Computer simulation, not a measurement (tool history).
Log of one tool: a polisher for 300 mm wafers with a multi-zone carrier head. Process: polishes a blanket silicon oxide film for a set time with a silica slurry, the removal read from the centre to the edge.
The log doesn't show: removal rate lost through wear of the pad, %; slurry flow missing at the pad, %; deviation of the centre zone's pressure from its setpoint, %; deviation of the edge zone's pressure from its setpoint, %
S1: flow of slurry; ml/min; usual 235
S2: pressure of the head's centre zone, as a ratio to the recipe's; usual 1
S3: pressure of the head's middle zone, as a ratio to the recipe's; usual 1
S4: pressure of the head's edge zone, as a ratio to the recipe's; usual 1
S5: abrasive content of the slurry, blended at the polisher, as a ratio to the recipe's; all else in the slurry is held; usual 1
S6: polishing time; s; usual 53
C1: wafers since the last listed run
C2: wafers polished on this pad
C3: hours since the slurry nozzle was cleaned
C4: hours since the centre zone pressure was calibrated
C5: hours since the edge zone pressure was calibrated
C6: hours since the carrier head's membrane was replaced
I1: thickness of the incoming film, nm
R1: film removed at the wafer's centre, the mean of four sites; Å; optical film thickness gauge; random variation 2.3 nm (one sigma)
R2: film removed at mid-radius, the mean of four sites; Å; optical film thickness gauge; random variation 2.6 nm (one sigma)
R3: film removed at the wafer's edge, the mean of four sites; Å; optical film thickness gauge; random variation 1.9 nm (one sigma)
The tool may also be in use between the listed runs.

run	hour	S1	S2	S3	S4	S5	S6	C1	C2	C3	C4	C5	C6	I1	R1	R2	R3
1	0	235	1	1	1	1	53	0	395	204.7	313.6	458.8	985	1431.1	1791	1789	1765
2	20.4	235	1	1	1	1	53	148	544	225.1	334	479.2	1005.4	1399.3	1744	1762	1788
# hour 32.9: centre zone pressure recalibrated
3	55	235	1	1	1	1	53	237	781	259.7	22.1	513.8	1040	1406.9	1723	1724	1779
# hour 81.1: worn pad replaced by a new one
4	85.8	235	1	1	1	1	53	194	34	290.5	52.9	544.6	1070.8	1450.6	1728	1703	1745
5	114.9	235	1	1	1	1	53	211	245	319.6	82	573.7	1099.9	1443.9	1719	1714	1747
# hour 129.8: carrier head's membrane replaced by a new one
6	134.3	235	1	1	1	1	53	104	350	339	101.4	593.1	4.5	1429.6	1706	1740	1733
7	161.2	235	1	1	1	1	53	195	546	365.9	128.3	620	31.4	1440.5	1703	1689	1746
8	178.8	235	1	1	1	1	53	128	674	383.5	145.9	637.6	49	1433.1	1687	1753	1691
# hour 202.1: worn pad replaced by a new one
9	213.2	180	1	1.06	0.94	1	53	221	80	417.9	180.3	672	83.4	1453.1	1570	1692	1605
10	232.1	300	1	0.96	1	0.8	53	137	217	436.8	199.2	690.9	102.3	1445.5	1559	1483	1623
11	259.6	165	0.9	1	1.07	1	66	200	418	464.3	226.7	718.4	129.8	1419.6	1642	1862	2010
# hour 271.1: edge zone pressure recalibrated
12	274.9	235	1	1	0.95	1	53	96	514	479.6	242	3.8	145.1	1452	1606	1603	1621
# hour 282.7: slurry nozzle cleaned
13	318.1	235	1	0.9	1	1	53	306	821	35.4	285.2	47	188.3	1435.6	1797	1626	1784
14	333.3	235	1	1	1	1	53	110	932	50.6	300.4	62.2	203.5	1461.3	1766	1813	1810
# hour 347.4: worn pad replaced by a new one
# hour 351.7: centre zone pressure recalibrated
15	406.6	235	1	1	1	1	53	489	416	123.9	54.9	135.5	276.8	1438.7	1765	1807	1792
16	438.7	235	1.1	1	0.89	1	53	233	649	156	87	167.6	308.9	1400.9	1961	1776	1740
# hour 462.5: worn pad replaced by a new one
17	463	235	1	1	1	0.9	53	147	3	180.3	111.3	191.9	333.2	1440.1	1726	1645	1697
18	480.7	235	1.11	1	1	1	53	128	132	198	129	209.6	350.9	1438.7	1968	1741	1780
19	495	235	1	1	1	1	53	104	236	212.3	143.3	223.9	365.2	1440.6	1776	1770	1795
20	508.2	235	1	1	1	1	53	96	332	225.5	156.5	237.1	378.4	1427.5	1742	1819	1741
21	533.1	235	1	1	1	1	53	181	513	250.4	181.4	262	403.3	1421.8	1772	1703	1759

Forecast each of these 4 alternatives for the next run:
A	533.5	235	1.04	1	1	1	53	2	516	250.8	181.8	262.4	403.7	1415.6	?	?	?
B	533.5	275	1	1	1	1	53	2	516	250.8	181.8	262.4	403.7	1415.6	?	?	?
C	533.5	235	1	1	0.94	1	53	2	516	250.8	181.8	262.4	403.7	1415.6	?	?	?
D	533.5	235	1	1	1	1	66	2	516	250.8	181.8	262.4	403.7	1415.6	?	?	?

run	R1	R2	R3
A	1846	1770	1815
B	1817	1808	1844
C	1774	1770	1786
D	2209	2204	2260
Without the tool's hidden state the same runs would have given:
run	R1	R2	R3
A	1886	1805	1842
B	1851	1839	1868
C	1813	1805	1813
D	2258	2248	2293
